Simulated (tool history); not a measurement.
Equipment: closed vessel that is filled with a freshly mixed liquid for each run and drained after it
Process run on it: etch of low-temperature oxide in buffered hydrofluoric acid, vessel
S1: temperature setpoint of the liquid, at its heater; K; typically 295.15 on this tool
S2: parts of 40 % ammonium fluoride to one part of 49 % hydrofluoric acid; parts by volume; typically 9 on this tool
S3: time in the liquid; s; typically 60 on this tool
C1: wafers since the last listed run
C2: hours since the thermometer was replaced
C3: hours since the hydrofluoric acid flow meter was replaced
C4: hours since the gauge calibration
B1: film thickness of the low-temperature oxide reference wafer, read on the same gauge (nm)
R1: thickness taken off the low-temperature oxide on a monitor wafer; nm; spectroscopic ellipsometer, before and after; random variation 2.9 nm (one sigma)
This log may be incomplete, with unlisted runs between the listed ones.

run   hour      S1   S2  S3    C1      C2      C3     C4     B1      R1
  1      0  295.15    9  60     0  2175.1  1193.4  223.9  30.02  411.89
  2   54.5  295.15    9  60  3582  2229.6  1247.9  278.4  29.99  407.53
  3  113.9  292.15   10  60  3904    2289  1307.3  337.8     30  310.52
  4  183.5  292.15   10  60  4574  2358.6  1376.9  407.4  29.98  317.29
  5  245.5  295.15    9  60  4075  2420.6  1438.9  469.4  30.01  416.78
     282.4  -- thermometer replaced
  6    292  295.15    9  60  2990     9.6  1485.4  515.9     30  413.13
  7  354.4  295.15    9  60  4101      72  1547.8  578.3  30.01  419.81
  8  412.2  292.15    9  60  3798   129.8  1605.6  636.1  29.98  355.57
  9  452.8  295.15    9  30  2668   170.4  1646.2  676.7  30.02  210.68
     456.2  -- gauge calibrated
 10  494.9  292.15   10  60  2767   212.5  1688.3   38.7  29.99  315.24
 11  536.9  295.15  7.5  45  2760   254.5  1730.3   80.7     30  381.23

The next listed run, before its measurement:
 12  587.3  295.15   9  85  3312  304.9  1780.7  131.1   ?   ?

B1: 29.98
R1: 603.04 nm
If the tool had no hidden condition, the same run with the same run-to-run variation would have returned R1 526.03 nm.
